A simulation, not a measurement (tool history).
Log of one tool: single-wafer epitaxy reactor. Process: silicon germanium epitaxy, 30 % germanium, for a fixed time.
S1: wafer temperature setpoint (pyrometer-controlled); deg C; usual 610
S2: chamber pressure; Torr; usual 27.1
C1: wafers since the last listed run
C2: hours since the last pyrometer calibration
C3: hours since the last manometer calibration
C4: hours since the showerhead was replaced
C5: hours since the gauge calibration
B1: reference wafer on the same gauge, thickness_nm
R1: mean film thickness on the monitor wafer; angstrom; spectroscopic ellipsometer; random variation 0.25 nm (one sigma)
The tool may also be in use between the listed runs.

run,hour,S1,S2,C1,C2,C3,C4,C5,B1,R1
1,0.0,610,27.1,0,1189.7,835.2,3225.8,367.3,69.171,852.66
2,44.8,610,27.1,900,1234.5,880.0,3270.6,412.1,69.151,848.03
# hour 71.2: pyrometer calibrated
3,111.1,610,27.1,1171,39.9,946.3,3336.9,478.4,69.189,834.21
4,207.3,610,27.1,1932,136.1,1042.5,3433.1,574.6,69.211,840.14
5,278.2,610,27.1,1424,207.0,1113.4,3504.0,645.5,69.221,838.53
6,375.7,610,27.1,1958,304.5,1210.9,3601.5,743.0,69.232,838.46
7,417.5,610,27.1,839,346.3,1252.7,3643.3,784.8,69.212,843.05
8,470.3,610,27.1,1060,399.1,1305.5,3696.1,837.6,69.245,847.33
9,512.4,610,27.1,845,441.2,1347.6,3738.2,879.7,69.198,844.69
10,608.5,610,27.1,1930,537.3,1443.7,3834.3,975.8,69.188,847.50
11,646.4,610,27.1,761,575.2,1481.6,3872.2,1013.7,69.195,847.75
12,745.8,610,27.1,1996,674.6,1581.0,3971.6,1113.1,69.253,850.91
13,832.7,610,24.4,1745,761.5,1667.9,4058.5,1200.0,69.187,820.85
# hour 847.3: capacitance manometer re-zeroed and calibrated
14,923.4,610,27.1,1661,852.2,76.1,4149.2,1290.7,69.165,844.93
# hour 948.8: showerhead replaced
15,984.0,610,27.1,1056,912.8,136.7,35.2,1351.3,69.183,847.50
16,1053.3,610,27.1,1392,982.1,206.0,104.5,1420.6,69.161,846.42
17,1091.1,610,27.1,759,1019.9,243.8,142.3,1458.4,69.191,846.12
# hour 1175.0: gauge calibrated
18,1179.9,610,27.1,1783,1108.7,332.6,231.1,4.9,69.213,847.36
19,1257.2,619,22.1,1552,1186.0,409.9,308.4,82.2,69.227,939.14
20,1363.4,623,21.8,2133,1292.2,516.1,414.6,188.4,69.197,1014.14
# hour 1465.5: pyrometer calibrated
21,1466.0,610,22.6,1900,0.5,618.7,517.2,291.0,69.178,778.96
22,1499.0,602,20.8,662,33.5,651.7,550.2,324.0,69.168,643.89
23,1545.5,618,31.2,934,80.0,698.2,596.7,370.5,69.201,1040.81
24,1588.6,610,27.1,865,123.1,741.3,639.8,413.6,69.219,837.89
25,1661.0,624,32.1,1454,195.5,813.7,712.2,486.0,69.223,1194.84
26,1730.7,610,27.1,1400,265.2,883.4,781.9,555.7,69.184,843.01
27,1779.1,596,22.3,972,313.6,931.8,830.3,604.1,69.188,586.28
28,1869.6,598,29.9,1818,404.1,1022.3,920.8,694.6,69.224,684.52
29,1906.9,610,27.1,749,441.4,1059.6,958.1,731.9,69.212,846.76
30,1969.9,603,32.7,1265,504.4,1122.6,1021.1,794.9,69.128,791.53
31,2064.4,598,33.6,1898,598.9,1217.1,1115.6,889.4,69.146,723.44
32,2115.0,610,27.1,1016,649.5,1267.7,1166.2,940.0,69.218,853.91
33,2174.3,618,21.3,1191,708.8,1327.0,1225.5,999.3,69.199,914.86
34,2261.6,616,31.4,1753,796.1,1414.3,1312.8,1086.6,69.238,1023.51

Measured less the same run without the tool's hidden state. The same run-to-run variation is in both; the gauge's scatter may not be:
The hidden state here: wafer temperature above the value expected at the setpoint (K); true pressure above the setpoint (%); gauge reads high (%).
run,R1
1,+21.47
2,+22.48
3,+4.90
4,+7.53
5,+9.49
6,+12.29
7,+13.58
8,+15.24
9,+16.49
10,+19.55
11,+20.76
12,+24.08
13,+26.04
14,+16.33
15,+17.37
16,+18.54
17,+19.21
18,+20.89
19,+24.36
20,+28.63
21,+7.08
22,+6.48
23,+11.63
24,+10.46
25,+17.13
26,+14.04
27,+10.82
28,+14.57
29,+18.76
30,+19.35
31,+20.14
32,+24.89
33,+28.27
34,+34.90
